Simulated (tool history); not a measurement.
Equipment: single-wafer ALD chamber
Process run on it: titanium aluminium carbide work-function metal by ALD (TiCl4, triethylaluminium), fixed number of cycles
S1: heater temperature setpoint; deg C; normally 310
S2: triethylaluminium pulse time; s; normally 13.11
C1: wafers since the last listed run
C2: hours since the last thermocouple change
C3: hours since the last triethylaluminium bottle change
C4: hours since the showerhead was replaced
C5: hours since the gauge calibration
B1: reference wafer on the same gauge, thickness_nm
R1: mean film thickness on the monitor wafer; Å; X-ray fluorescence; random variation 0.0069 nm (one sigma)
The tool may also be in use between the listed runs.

run 1 hour=0 | S1=310 S2=13.11 | C1=0 C2=905 C3=1070.5 C4=4421.5 C5=587.4 | B1=2.37 | R1=19.83
-- hour=15.8 triethylaluminium bottle replaced
run 2 hour=49.4 | S1=310 S2=13.11 | C1=298 C2=954.4 C3=33.6 C4=4470.9 C5=636.8 | B1=2.371 | R1=19.87
-- hour=122.8 thermocouple changed; heater temperature recalibrated
run 3 hour=125.6 | S1=310 S2=14.38 | C1=491 C2=2.8 C3=109.8 C4=4547.1 C5=713 | B1=2.37 | R1=20.07
-- hour=185.2 showerhead replaced
run 4 hour=215.5 | S1=316 S2=13.11 | C1=589 C2=92.7 C3=199.7 C4=30.3 C5=802.9 | B1=2.37 | R1=20.48
run 5 hour=275.7 | S1=316 S2=13.11 | C1=433 C2=152.9 C3=259.9 C4=90.5 C5=863.1 | B1=2.368 | R1=20.57
run 6 hour=312.3 | S1=310 S2=13.11 | C1=263 C2=189.5 C3=296.5 C4=127.1 C5=899.7 | B1=2.371 | R1=19.89
run 7 hour=386.2 | S1=310 S2=13.11 | C1=532 C2=263.4 C3=370.4 C4=201 C5=973.6 | B1=2.37 | R1=19.93
run 8 hour=650 | S1=303 S2=11.82 | C1=1899 C2=527.2 C3=634.2 C4=464.8 C5=1237.4 | B1=2.369 | R1=19.17
run 9 hour=691.9 | S1=303 S2=9.99 | C1=301 C2=569.1 C3=676.1 C4=506.7 C5=1279.3 | B1=2.37 | R1=19.06
run 10 hour=734.6 | S1=315 S2=10.08 | C1=307 C2=611.8 C3=718.8 C4=549.4 C5=1322 | B1=2.369 | R1=19.96
run 11 hour=825.7 | S1=301 S2=13.11 | C1=656 C2=702.9 C3=809.9 C4=640.5 C5=1413.1 | B1=2.371 | R1=19.13
run 12 hour=868.1 | S1=296 S2=13.11 | C1=305 C2=745.3 C3=852.3 C4=682.9 C5=1455.5 | B1=2.371 | R1=18.71
run 13 hour=930.7 | S1=299 S2=17.62 | C1=450 C2=807.9 C3=914.9 C4=745.5 C5=1518.1 | B1=2.37 | R1=19.23
run 14 hour=1002.7 | S1=299 S2=11.3 | C1=518 C2=879.9 C3=986.9 C4=817.5 C5=1590.1 | B1=2.371 | R1=18.56
-- hour=1055.6 thermocouple changed; heater temperature recalibrated
run 15 hour=1056.1 | S1=310 S2=16.04 | C1=326 C2=0.5 C3=1040.3 C4=870.9 C5=1643.5 | B1=2.37 | R1=19.93
run 16 hour=1108 | S1=302 S2=15.33 | C1=373 C2=52.4 C3=1092.2 C4=922.8 C5=1695.4 | B1=2.372 | R1=19.16
-- hour=1119.1 triethylaluminium bottle replaced
run 17 hour=1194.4 | S1=316 S2=13.11 | C1=564 C2=138.8 C3=75.3 C4=1009.2 C5=1781.8 | B1=2.371 | R1=20.65
run 18 hour=1246.6 | S1=305 S2=14.95 | C1=375 C2=191 C3=127.5 C4=1061.4 C5=1834 | B1=2.369 | R1=19.77
run 19 hour=1315.7 | S1=310 S2=13.11 | C1=497 C2=260.1 C3=196.6 C4=1130.5 C5=1903.1 | B1=2.368 | R1=20.07
run 20 hour=1405.5 | S1=297 S2=8.82 | C1=646 C2=349.9 C3=286.4 C4=1220.3 C5=1992.9 | B1=2.37 | R1=18.47
run 21 hour=1442.2 | S1=310 S2=9.2 | C1=264 C2=386.6 C3=323.1 C4=1257 C5=2029.6 | B1=2.37 | R1=19.61
run 22 hour=1549.1 | S1=303 S2=15.2 | C1=769 C2=493.5 C3=430 C4=1363.9 C5=2136.5 | B1=2.37 | R1=19.64
run 23 hour=1649.4 | S1=310 S2=18.17 | C1=722 C2=593.8 C3=530.3 C4=1464.2 C5=2236.8 | B1=2.37 | R1=20.17
-- hour=1657.9 gauge calibrated
run 24 hour=1729.8 | S1=298 S2=13.11 | C1=579 C2=674.2 C3=610.7 C4=1544.6 C5=71.9 | B1=2.369 | R1=18.96
run 25 hour=1814.8 | S1=302 S2=8.55 | C1=612 C2=759.2 C3=695.7 C4=1629.6 C5=156.9 | B1=2.37 | R1=18.62
run 26 hour=1916.1 | S1=316 S2=13.11 | C1=729 C2=860.5 C3=797 C4=1730.9 C5=258.2 | B1=2.37 | R1=20.48
-- hour=1947.8 thermocouple changed; heater temperature recalibrated
run 27 hour=2017.1 | S1=300 S2=16.97 | C1=669 C2=69.3 C3=898 C4=1831.9 C5=359.2 | B1=2.369 | R1=19.22
run 28 hour=2090.3 | S1=299 S2=17.62 | C1=527 C2=142.5 C3=971.2 C4=1905.1 C5=432.4 | B1=2.371 | R1=19.29
run 29 hour=2173.7 | S1=321 S2=8.26 | C1=600 C2=225.9 C3=1054.6 C4=1988.5 C5=515.8 | B1=2.372 | R1=19.67
run 30 hour=2271.6 | S1=305 S2=11.12 | C1=705 C2=323.8 C3=1152.5 C4=2086.4 C5=613.7 | B1=2.371 | R1=18.92
run 31 hour=2348.9 | S1=310 S2=13.11 | C1=556 C2=401.1 C3=1229.8 C4=2163.7 C5=691 | B1=2.37 | R1=19.58
-- hour=2374.9 triethylaluminium bottle replaced
run 32 hour=2446.8 | S1=315 S2=7.87 | C1=647 C2=499 C3=71.9 C4=2261.6 C5=788.9 | B1=2.371 | R1=19.82

Had the tool no unlogged condition, and each run kept its random variation, what would the results have been?
The hidden state here: wafer temperature above the value expected at the setpoint (K); triethylaluminium dose above that of a fresh bottle (%); gauge reads high (%).
run=1 R1=20.17
run=2 R1=19.93
run=3 R1=20.11
run=4 R1=20.54
run=5 R1=20.64
run=6 R1=19.96
run=7 R1=20.01
run=8 R1=19.36
run=9 R1=19.34
run=10 R1=20.28
run=11 R1=19.35
run=12 R1=18.95
run=13 R1=19.36
run=14 R1=19.01
run=15 R1=20.18
run=16 R1=19.47
run=17 R1=20.67
run=18 R1=19.78
run=19 R1=20.1
run=20 R1=18.53
run=21 R1=19.68
run=22 R1=19.68
run=23 R1=20.19
run=24 R1=19.05
run=25 R1=18.87
run=26 R1=20.65
run=27 R1=19.33
run=28 R1=19.4
run=29 R1=20.42
run=30 R1=19.49
run=31 R1=20.11
run=32 R1=19.86
